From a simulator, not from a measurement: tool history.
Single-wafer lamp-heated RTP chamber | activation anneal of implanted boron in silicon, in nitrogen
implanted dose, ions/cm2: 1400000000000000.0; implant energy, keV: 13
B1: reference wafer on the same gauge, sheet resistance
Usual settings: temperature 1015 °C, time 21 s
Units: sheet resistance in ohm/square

{"run": 1, "hour": 0.0, "temperature": 1015, "time": 14, "B1": 111.97, "sheet resistance": 105.06}
{"run": 2, "hour": 78.5, "temperature": 1015, "time": 14, "B1": 112.01, "sheet resistance": 104.42}
{"run": 3, "hour": 184.2, "temperature": 1015, "time": 21, "B1": 111.97, "sheet resistance": 101.91}
{"hour": 236.7, "done": "pyrometer window cleaned and pyrometer calibrated"}
{"run": 4, "hour": 265.4, "temperature": 1015, "time": 21, "B1": 112.03, "sheet resistance": 104.41}
{"run": 5, "hour": 336.6, "temperature": 1015, "time": 21, "B1": 111.91, "sheet resistance": 104.16}
{"hour": 414.7, "done": "reflector plate cleaned"}
{"run": 6, "hour": 429.7, "temperature": 1015, "time": 21, "B1": 112.06, "sheet resistance": 105.41}
{"run": 7, "hour": 510.0, "temperature": 1015, "time": 21, "B1": 112.12, "sheet resistance": 105.21}
{"run": 8, "hour": 546.8, "temperature": 1015, "time": 21, "B1": 111.95, "sheet resistance": 104.38}
{"run": 9, "hour": 613.9, "temperature": 1015, "time": 27, "B1": 112.07, "sheet resistance": 102.74}
{"run": 10, "hour": 701.3, "temperature": 1015, "time": 31, "B1": 112.05, "sheet resistance": 101.14}
{"run": 11, "hour": 795.4, "temperature": 1015, "time": 31, "B1": 112.07, "sheet resistance": 99.53}
{"hour": 875.2, "done": "pyrometer window cleaned and pyrometer calibrated"}
{"run": 12, "hour": 875.7, "temperature": 1015, "time": 31, "B1": 111.96, "sheet resistance": 103.2}
{"run": 13, "hour": 954.2, "temperature": 1015, "time": 25, "B1": 111.91, "sheet resistance": 103.72}
{"run": 14, "hour": 1037.1, "temperature": 1015, "time": 21, "B1": 111.93, "sheet resistance": 103.85}
{"hour": 1080.6, "done": "reflector plate cleaned"}
{"run": 15, "hour": 1111.0, "temperature": 1015, "time": 21, "B1": 112.03, "sheet resistance": 105.48}
{"run": 16, "hour": 1155.4, "temperature": 1015, "time": 21, "B1": 111.97, "sheet resistance": 104.13}
{"run": 17, "hour": 1209.6, "temperature": 1029, "time": 10, "B1": 112.05, "sheet resistance": 104.36}
{"hour": 1222.7, "done": "gauge calibrated"}
{"run": 18, "hour": 1281.5, "temperature": 1026, "time": 21, "B1": 111.93, "sheet resistance": 100.89}
{"run": 19, "hour": 1341.5, "temperature": 1003, "time": 11, "B1": 112.0, "sheet resistance": 108.48}
{"hour": 1424.2, "done": "pyrometer window cleaned and pyrometer calibrated"}
{"run": 20, "hour": 1442.5, "temperature": 1015, "time": 11, "B1": 112.07, "sheet resistance": 107.11}
{"hour": 1713.3, "done": "reflector plate cleaned"}
{"run": 21, "hour": 1720.7, "temperature": 1015, "time": 21, "B1": 111.96, "sheet resistance": 105.01}
{"run": 22, "hour": 1864.3, "temperature": 1031, "time": 9, "B1": 111.86, "sheet resistance": 103.07}
{"run": 23, "hour": 1937.5, "temperature": 1015, "time": 12, "B1": 111.94, "sheet resistance": 104.0}
{"run": 24, "hour": 2026.2, "temperature": 1015, "time": 21, "B1": 111.92, "sheet resistance": 101.92}
{"hour": 2053.5, "done": "pyrometer window cleaned and pyrometer calibrated"}
{"run": 25, "hour": 2110.1, "temperature": 1006, "time": 16, "B1": 112.11, "sheet resistance": 108.29}
{"run": 26, "hour": 2180.9, "temperature": 997, "time": 26, "B1": 112.06, "sheet resistance": 108.7}
{"run": 27, "hour": 2265.7, "temperature": 1042, "time": 21, "B1": 111.93, "sheet resistance": 97.97}
{"run": 28, "hour": 2354.2, "temperature": 1034, "time": 34, "B1": 111.95, "sheet resistance": 97.24}
{"hour": 2439.7, "done": "reflector plate cleaned"}
{"run": 29, "hour": 2440.2, "temperature": 1029, "time": 27, "B1": 112.12, "sheet resistance": 100.12}
{"run": 30, "hour": 2523.2, "temperature": 1033, "time": 21, "B1": 112.0, "sheet resistance": 99.95}
{"run": 31, "hour": 2570.1, "temperature": 1015, "time": 10, "B1": 111.92, "sheet resistance": 104.88}
{"hour": 2637.1, "done": "pyrometer window cleaned and pyrometer calibrated"}
{"run": 32, "hour": 2882.4, "temperature": 1015, "time": 21, "B1": 111.95, "sheet resistance": 103.69}

Forecast each of these 3 alternatives for the next run:
{"run": "A", "hour": 2882.8, "temperature": 1015, "time": 21, "B1": "?", "sheet resistance": "?"}
{"run": "B", "hour": 2882.8, "temperature": 1015, "time": 33, "B1": "?", "sheet resistance": "?"}
{"run": "C", "hour": 2882.8, "temperature": 1015, "time": 9, "B1": "?", "sheet resistance": "?"}

run=A B1=111.95 sheet_resistance=104.19
run=B B1=111.95 sheet_resistance=102.27
run=C B1=111.95 sheet_resistance=107.44
Without the tool's hidden state the same runs would have given:
run=A sheet_resistance=106.79
run=B sheet_resistance=104.82
run=C sheet_resistance=110.37

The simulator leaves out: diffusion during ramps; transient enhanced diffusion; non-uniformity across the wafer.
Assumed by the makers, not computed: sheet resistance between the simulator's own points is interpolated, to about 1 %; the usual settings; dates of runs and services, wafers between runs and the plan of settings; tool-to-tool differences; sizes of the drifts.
